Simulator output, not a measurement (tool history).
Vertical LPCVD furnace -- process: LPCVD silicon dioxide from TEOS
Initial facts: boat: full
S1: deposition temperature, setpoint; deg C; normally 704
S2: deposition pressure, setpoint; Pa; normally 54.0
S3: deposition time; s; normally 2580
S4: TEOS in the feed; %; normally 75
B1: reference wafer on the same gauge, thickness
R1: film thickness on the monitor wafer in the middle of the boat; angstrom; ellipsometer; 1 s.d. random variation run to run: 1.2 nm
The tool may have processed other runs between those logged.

run 1 day=0.000 | S1=704 S2=54.0 S3=2580 S4=75 | B1=481.11 | R1=4397.8
run 2 day=1.850 | S1=704 S2=54.0 S3=2580 S4=75 | B1=481.37 | R1=4399.4
run 3 day=4.746 | S1=704 S2=54.0 S3=2580 S4=75 | B1=481.22 | R1=4413.5
run 4 day=6.800 | S1=713 S2=54.0 S3=2580 S4=75 | B1=480.70 | R1=5423.6
run 5 day=8.925 | S1=713 S2=54.0 S3=2580 S4=75 | B1=481.04 | R1=5423.1
run 6 day=11.346 | S1=713 S2=54.0 S3=2580 S4=75 | B1=481.41 | R1=5416.9
run 7 day=13.271 | S1=704 S2=57.3 S3=2580 S4=75 | B1=480.79 | R1=4551.0
run 8 day=14.704 | S1=704 S2=54.0 S3=2580 S4=75 | B1=481.03 | R1=4438.3
-- day=18.608 gauge calibrated
-- day=20.804 TEOS flow controller replaced
run 9 day=20.825 | S1=704 S2=54.0 S3=2580 S4=75 | B1=481.42 | R1=4468.4
run 10 day=21.983 | S1=704 S2=54.0 S3=2580 S4=75 | B1=480.76 | R1=4451.6
run 11 day=24.325 | S1=704 S2=54.0 S3=2580 S4=75 | B1=480.98 | R1=4452.9
run 12 day=26.133 | S1=704 S2=54.0 S3=2580 S4=75 | B1=480.78 | R1=4459.3
run 13 day=28.683 | S1=704 S2=54.0 S3=2580 S4=75 | B1=480.84 | R1=4468.2
run 14 day=31.258 | S1=704 S2=54.0 S3=2580 S4=75 | B1=480.79 | R1=4489.4
run 15 day=33.438 | S1=704 S2=54.0 S3=2580 S4=85 | B1=480.73 | R1=4764.4
run 16 day=34.671 | S1=704 S2=54.0 S3=1890 S4=75 | B1=481.08 | R1=3281.6
-- day=36.146 thermocouples replaced and temperature profile calibrated
run 17 day=37.162 | S1=704 S2=54.0 S3=2580 S4=75 | B1=480.33 | R1=4110.5
run 18 day=39.983 | S1=713 S2=43.3 S3=2580 S4=68 | B1=481.19 | R1=4319.0
-- day=42.696 pressure gauge zeroed
run 19 day=42.717 | S1=715 S2=66.7 S3=2280 S4=89 | B1=480.88 | R1=5691.9
run 20 day=44.608 | S1=708 S2=48.0 S3=1980 S4=87 | B1=480.77 | R1=3546.8
run 21 day=46.154 | S1=715 S2=54.0 S3=2580 S4=75 | B1=480.94 | R1=5337.3
run 22 day=48.371 | S1=704 S2=54.0 S3=2580 S4=75 | B1=481.04 | R1=4161.6
-- day=49.725 gauge calibrated
run 23 day=50.104 | S1=704 S2=59.3 S3=2580 S4=75 | B1=480.97 | R1=4350.8
run 24 day=53.050 | S1=710 S2=54.0 S3=2580 S4=75 | B1=480.32 | R1=4759.0
run 25 day=55.421 | S1=704 S2=45.3 S3=2580 S4=75 | B1=481.08 | R1=3808.9
run 26 day=56.900 | S1=712 S2=46.7 S3=3510 S4=79 | B1=481.15 | R1=6501.9
run 27 day=59.362 | S1=704 S2=54.0 S3=2580 S4=75 | B1=481.29 | R1=4193.7
run 28 day=61.796 | S1=713 S2=50.0 S3=3450 S4=61 | B1=481.46 | R1=6013.3
run 29 day=63.658 | S1=704 S2=54.0 S3=2580 S4=75 | B1=481.74 | R1=4203.8

Below are 3 alternative next runs, each starting from the tool's condition after run 29. Predict each:
run A day=63.871 | S1=704 S2=54.0 S3=3000 S4=75 | B1=? | R1=?
run B day=63.871 | S1=714 S2=54.0 S3=2130 S4=79 | B1=? | R1=?
run C day=63.871 | S1=709 S2=62.0 S3=1770 S4=62 | B1=? | R1=?

run=A B1=481.04 R1=4886.9
run=B B1=481.04 R1=4472.6
run=C B1=481.04 R1=3149.9
Take away the tool's hidden state, keep each run's random variation, and the runs would have read:
run=A R1=4795.5
run=B R1=4390.6
run=C R1=3091.6

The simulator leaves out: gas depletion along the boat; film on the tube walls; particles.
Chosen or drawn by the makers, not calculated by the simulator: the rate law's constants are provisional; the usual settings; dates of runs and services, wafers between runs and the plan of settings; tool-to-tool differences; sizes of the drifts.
